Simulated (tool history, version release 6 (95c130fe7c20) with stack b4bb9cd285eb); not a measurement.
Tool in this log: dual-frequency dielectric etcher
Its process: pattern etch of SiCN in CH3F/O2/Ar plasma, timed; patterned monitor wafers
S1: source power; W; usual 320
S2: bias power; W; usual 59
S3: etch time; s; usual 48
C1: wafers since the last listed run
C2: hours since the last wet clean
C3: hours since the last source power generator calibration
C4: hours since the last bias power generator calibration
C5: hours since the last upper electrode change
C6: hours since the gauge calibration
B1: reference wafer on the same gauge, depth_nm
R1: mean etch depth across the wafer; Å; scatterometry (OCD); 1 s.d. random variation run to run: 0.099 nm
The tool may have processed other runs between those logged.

{"run": 1, "hour": 0.0, "S1": 320, "S2": 59, "S3": 48, "C1": 0, "C2": 592.9, "C3": 4596.9, "C4": 934.9, "C5": 4039.6, "C6": 1125.5, "B1": 15.28, "R1": 156.9}
{"hour": 30.3, "done": "wet clean of the chamber"}
{"run": 2, "hour": 46.6, "S1": 320, "S2": 59, "S3": 48, "C1": 203, "C2": 16.3, "C3": 4643.5, "C4": 981.5, "C5": 4086.2, "C6": 1172.1, "B1": 15.31, "R1": 158.7}
{"run": 3, "hour": 99.2, "S1": 320, "S2": 59, "S3": 43, "C1": 473, "C2": 68.9, "C3": 4696.1, "C4": 1034.1, "C5": 4138.8, "C6": 1224.7, "B1": 15.31, "R1": 142.3}
{"run": 4, "hour": 142.4, "S1": 320, "S2": 59, "S3": 43, "C1": 389, "C2": 112.1, "C3": 4739.3, "C4": 1077.3, "C5": 4182, "C6": 1267.9, "B1": 15.34, "R1": 142.3}
{"run": 5, "hour": 205.8, "S1": 320, "S2": 68, "S3": 48, "C1": 571, "C2": 175.5, "C3": 4802.7, "C4": 1140.7, "C5": 4245.4, "C6": 1331.3, "B1": 15.36, "R1": 165.4}
{"run": 6, "hour": 268.0, "S1": 320, "S2": 68, "S3": 48, "C1": 560, "C2": 237.7, "C3": 4864.9, "C4": 1202.9, "C5": 4307.6, "C6": 1393.5, "B1": 15.34, "R1": 165.2}
{"run": 7, "hour": 309.4, "S1": 320, "S2": 71, "S3": 48, "C1": 373, "C2": 279.1, "C3": 4906.3, "C4": 1244.3, "C5": 4349, "C6": 1434.9, "B1": 15.36, "R1": 168.9}
{"run": 8, "hour": 375.4, "S1": 320, "S2": 71, "S3": 48, "C1": 594, "C2": 345.1, "C3": 4972.3, "C4": 1310.3, "C5": 4415, "C6": 1500.9, "B1": 15.37, "R1": 167.9}
{"run": 9, "hour": 423.3, "S1": 320, "S2": 59, "S3": 48, "C1": 431, "C2": 393, "C3": 5020.2, "C4": 1358.2, "C5": 4462.9, "C6": 1548.8, "B1": 15.41, "R1": 158.9}
{"run": 10, "hour": 457.2, "S1": 320, "S2": 59, "S3": 48, "C1": 305, "C2": 426.9, "C3": 5054.1, "C4": 1392.1, "C5": 4496.8, "C6": 1582.7, "B1": 15.42, "R1": 159.8}
{"hour": 491.3, "done": "source power generator calibrated"}
{"hour": 514.7, "done": "wet clean of the chamber"}
{"run": 11, "hour": 518.5, "S1": 320, "S2": 59, "S3": 48, "C1": 306, "C2": 3.8, "C3": 27.2, "C4": 1453.4, "C5": 4558.1, "C6": 1644, "B1": 15.38, "R1": 158.1}
{"run": 12, "hour": 554.6, "S1": 270, "S2": 59, "S3": 48, "C1": 325, "C2": 39.9, "C3": 63.3, "C4": 1489.5, "C5": 4594.2, "C6": 1680.1, "B1": 15.4, "R1": 144.6}
{"hour": 649.4, "done": "upper electrode replaced"}
{"run": 13, "hour": 706.1, "S1": 270, "S2": 59, "S3": 48, "C1": 1148, "C2": 191.4, "C3": 214.8, "C4": 1641, "C5": 56.7, "C6": 1831.6, "B1": 15.47, "R1": 141.8}
{"run": 14, "hour": 769.0, "S1": 360, "S2": 59, "S3": 48, "C1": 566, "C2": 254.3, "C3": 277.7, "C4": 1703.9, "C5": 119.6, "C6": 1894.5, "B1": 15.46, "R1": 168.2}
{"run": 15, "hour": 812.6, "S1": 320, "S2": 59, "S3": 48, "C1": 392, "C2": 297.9, "C3": 321.3, "C4": 1747.5, "C5": 163.2, "C6": 1938.1, "B1": 15.49, "R1": 157.1}
{"hour": 856.9, "done": "bias power generator calibrated"}
{"run": 16, "hour": 862.7, "S1": 270, "S2": 49, "S3": 43, "C1": 415, "C2": 348, "C3": 371.4, "C4": 5.8, "C5": 213.3, "C6": 1988.2, "B1": 15.48, "R1": 119.9}
{"run": 17, "hour": 908.7, "S1": 320, "S2": 59, "S3": 48, "C1": 414, "C2": 394, "C3": 417.4, "C4": 51.8, "C5": 259.3, "C6": 2034.2, "B1": 15.51, "R1": 160.9}
{"run": 18, "hour": 961.0, "S1": 290, "S2": 64, "S3": 48, "C1": 471, "C2": 446.3, "C3": 469.7, "C4": 104.1, "C5": 311.6, "C6": 2086.5, "B1": 15.49, "R1": 155.2}
{"hour": 998.8, "done": "wet clean of the chamber"}
{"run": 19, "hour": 1006.2, "S1": 320, "S2": 59, "S3": 48, "C1": 191, "C2": 7.4, "C3": 514.9, "C4": 149.3, "C5": 356.8, "C6": 2131.7, "B1": 15.51, "R1": 158.7}
{"run": 20, "hour": 1045.7, "S1": 380, "S2": 59, "S3": 48, "C1": 355, "C2": 46.9, "C3": 554.4, "C4": 188.8, "C5": 396.3, "C6": 2171.2, "B1": 15.5, "R1": 175.8}
{"hour": 1066.9, "done": "gauge calibrated"}
{"run": 21, "hour": 1089.7, "S1": 280, "S2": 65, "S3": 38.5, "C1": 396, "C2": 90.9, "C3": 598.4, "C4": 232.8, "C5": 440.3, "C6": 22.8, "B1": 15.04, "R1": 118.9}
{"run": 22, "hour": 1115.5, "S1": 320, "S2": 59, "S3": 48, "C1": 232, "C2": 116.7, "C3": 624.2, "C4": 258.6, "C5": 466.1, "C6": 48.6, "B1": 15.1, "R1": 156}
{"run": 23, "hour": 1162.8, "S1": 320, "S2": 59, "S3": 43, "C1": 426, "C2": 164, "C3": 671.5, "C4": 305.9, "C5": 513.4, "C6": 95.9, "B1": 15.09, "R1": 140.4}
{"run": 24, "hour": 1189.1, "S1": 320, "S2": 59, "S3": 43, "C1": 236, "C2": 190.3, "C3": 697.8, "C4": 332.2, "C5": 539.7, "C6": 122.2, "B1": 15.11, "R1": 139.9}
{"run": 25, "hour": 1232.5, "S1": 290, "S2": 73, "S3": 39.5, "C1": 391, "C2": 233.7, "C3": 741.2, "C4": 375.6, "C5": 583.1, "C6": 165.6, "B1": 15.08, "R1": 129.9}
{"run": 26, "hour": 1278.2, "S1": 400, "S2": 66, "S3": 42.5, "C1": 411, "C2": 279.4, "C3": 786.9, "C4": 421.3, "C5": 628.8, "C6": 211.3, "B1": 15.13, "R1": 163.2}
{"run": 27, "hour": 1340.9, "S1": 320, "S2": 59, "S3": 48, "C1": 564, "C2": 342.1, "C3": 849.6, "C4": 484, "C5": 691.5, "C6": 274, "B1": 15.13, "R1": 154.7}
{"run": 28, "hour": 1379.5, "S1": 320, "S2": 59, "S3": 36.5, "C1": 347, "C2": 380.7, "C3": 888.2, "C4": 522.6, "C5": 730.1, "C6": 312.6, "B1": 15.15, "R1": 119.4}
{"run": 29, "hour": 1429.0, "S1": 320, "S2": 51, "S3": 48, "C1": 446, "C2": 430.2, "C3": 937.7, "C4": 572.1, "C5": 779.6, "C6": 362.1, "B1": 15.16, "R1": 148.4}

Predict each of these 5 candidate next runs independently; none follows another, all start after run 29:
{"run": "A", "hour": 1429.4, "S1": 300, "S2": 59, "S3": 48, "C1": 3, "C2": 430.6, "C3": 938.1, "C4": 572.5, "C5": 780, "C6": 362.5, "B1": "?", "R1": "?"}
{"run": "B", "hour": 1429.4, "S1": 250, "S2": 66, "S3": 48, "C1": 3, "C2": 430.6, "C3": 938.1, "C4": 572.5, "C5": 780, "C6": 362.5, "B1": "?", "R1": "?"}
{"run": "C", "hour": 1429.4, "S1": 270, "S2": 69, "S3": 54, "C1": 3, "C2": 430.6, "C3": 938.1, "C4": 572.5, "C5": 780, "C6": 362.5, "B1": "?", "R1": "?"}
{"run": "D", "hour": 1429.4, "S1": 290, "S2": 59, "S3": 43.5, "C1": 3, "C2": 430.6, "C3": 938.1, "C4": 572.5, "C5": 780, "C6": 362.5, "B1": "?", "R1": "?"}
{"run": "E", "hour": 1429.4, "S1": 240, "S2": 55, "S3": 40.5, "C1": 3, "C2": 430.6, "C3": 938.1, "C4": 572.5, "C5": 780, "C6": 362.5, "B1": "?", "R1": "?"}

run=A B1=15.13 R1=152.1
run=B B1=15.13 R1=140.9
run=C B1=15.13 R1=169.8
run=D B1=15.13 R1=135
run=E B1=15.13 R1=107.8
With the hidden condition removed and each run's random variation left untouched, the same runs would have given:
run=A R1=150.6
run=B R1=139.5
run=C R1=168.1
run=D R1=133.7
run=E R1=106.7

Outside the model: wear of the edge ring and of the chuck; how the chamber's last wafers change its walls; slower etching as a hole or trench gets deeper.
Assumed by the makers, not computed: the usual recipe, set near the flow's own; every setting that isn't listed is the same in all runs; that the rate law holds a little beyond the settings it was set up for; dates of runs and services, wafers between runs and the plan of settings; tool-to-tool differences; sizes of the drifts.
